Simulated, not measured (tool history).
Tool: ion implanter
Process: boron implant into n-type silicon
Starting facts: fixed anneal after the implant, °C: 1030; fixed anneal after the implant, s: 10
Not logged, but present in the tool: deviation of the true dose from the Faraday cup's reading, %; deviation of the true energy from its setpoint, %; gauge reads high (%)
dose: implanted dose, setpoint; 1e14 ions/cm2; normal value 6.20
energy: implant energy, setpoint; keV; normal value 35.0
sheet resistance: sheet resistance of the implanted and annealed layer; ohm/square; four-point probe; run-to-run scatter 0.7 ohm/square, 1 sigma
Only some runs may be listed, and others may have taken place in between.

run   hour  dose  energy  wafers since the last listed run  hours since the last dose calibration  hours since the extraction supply was calibrated  hours since the gauge calibration  read-back reference wafer on the same gauge, sheet resistance  sheet resistance
  1    0.0  5.12    35.0                                 0                                  662.0                                            4478.2                               99.6                                                         177.74            202.48
  2   29.4  6.20    35.0                               517                                  691.4                                            4507.6                              129.0                                                         177.80            173.02
  3   44.2  6.61    27.5                               260                                  706.2                                            4522.4                              143.8                                                         178.19            168.72
  4   76.3  6.20    35.0                               564                                  738.3                                            4554.5                              175.9                                                         178.05            174.34
  5   97.1  6.20    35.0                               365                                  759.1                                            4575.3                              196.7                                                         178.21            173.08
  6  109.7  6.20    35.0                               221                                  771.7                                            4587.9                              209.3                                                         177.95            173.54
  7  135.4  6.20    35.0                               452                                  797.4                                            4613.6                              235.0                                                         178.04            173.87
  8  171.1  6.20    35.0                               627                                  833.1                                            4649.3                              270.7                                                         177.74            175.96
  9  203.5  6.20    35.0                               569                                  865.5                                            4681.7                              303.1                                                         178.09            174.47
 10  236.7  6.20    35.0                               583                                  898.7                                            4714.9                              336.3                                                         178.01            174.69
     244.5  -- gauge calibrated
 11  257.6  6.20    35.0                               367                                  919.6                                            4735.8                               13.1                                                         178.06            175.04
 12  278.4  5.53    24.0                               365                                  940.4                                            4756.6                               33.9                                                         177.82            200.00
 13  296.8  6.83    47.0                               323                                  958.8                                            4775.0                               52.3                                                         178.11            156.26
     310.1  -- extraction supply calibrated
 14  330.1  7.99    47.0                               445                                  992.1                                              20.0                               85.6                                                         178.02            139.67
 15  350.0  7.58    26.5                               350                                 1012.0                                              39.9                              105.5                                                         178.01            151.45
 16  367.4  6.20    35.0                               306                                 1029.4                                              57.3                              122.9                                                         178.01            175.39
 17  399.0  7.09    35.0                               555                                 1061.0                                              88.9                              154.5                                                         178.13            158.33
     413.2  -- Faraday cup replaced and dose calibrated
 18  423.3  7.25    35.0                               286                                   10.1                                             113.2                              178.8                                                         177.96            148.78
 19  458.1  6.20    39.0                               612                                   44.9                                             148.0                              213.6                                                         178.03            166.23
 20  490.9  7.40    27.0                               576                                   77.7                                             180.8                              246.4                                                         177.77            149.88
 21  511.3  6.20    35.0                               358                                   98.1                                             201.2                              266.8                                                         178.07            169.21
 22  532.1  6.20    46.5                               365                                  118.9                                             222.0                              287.6                                                         178.27            166.08

4 ways to go on from here, each from the tool as it stands after run 22. What would each give?
  A  532.5  5.31    35.0                                 7                                  119.3                                             222.4                              288.0                                                              ?                 ?
  B  532.5  7.66    24.5                                 7                                  119.3                                             222.4                              288.0                                                              ?                 ?
  C  532.5  7.62    40.5                                 7                                  119.3                                             222.4                              288.0                                                              ?                 ?
  D  532.5  7.76    23.0                                 7                                  119.3                                             222.4                              288.0                                                              ?                 ?

run  read-back reference wafer on the same gauge, sheet resistance  sheet resistance
  A                                                         177.97            192.34
  B                                                         177.97            146.66
  C                                                         177.97            141.02
  D                                                         177.97            145.85
Stripped of hidden state, with their random variation kept, the same runs would have yielded:
run  sheet resistance
  A            191.37
  B            145.88
  C            140.32
  D            145.08
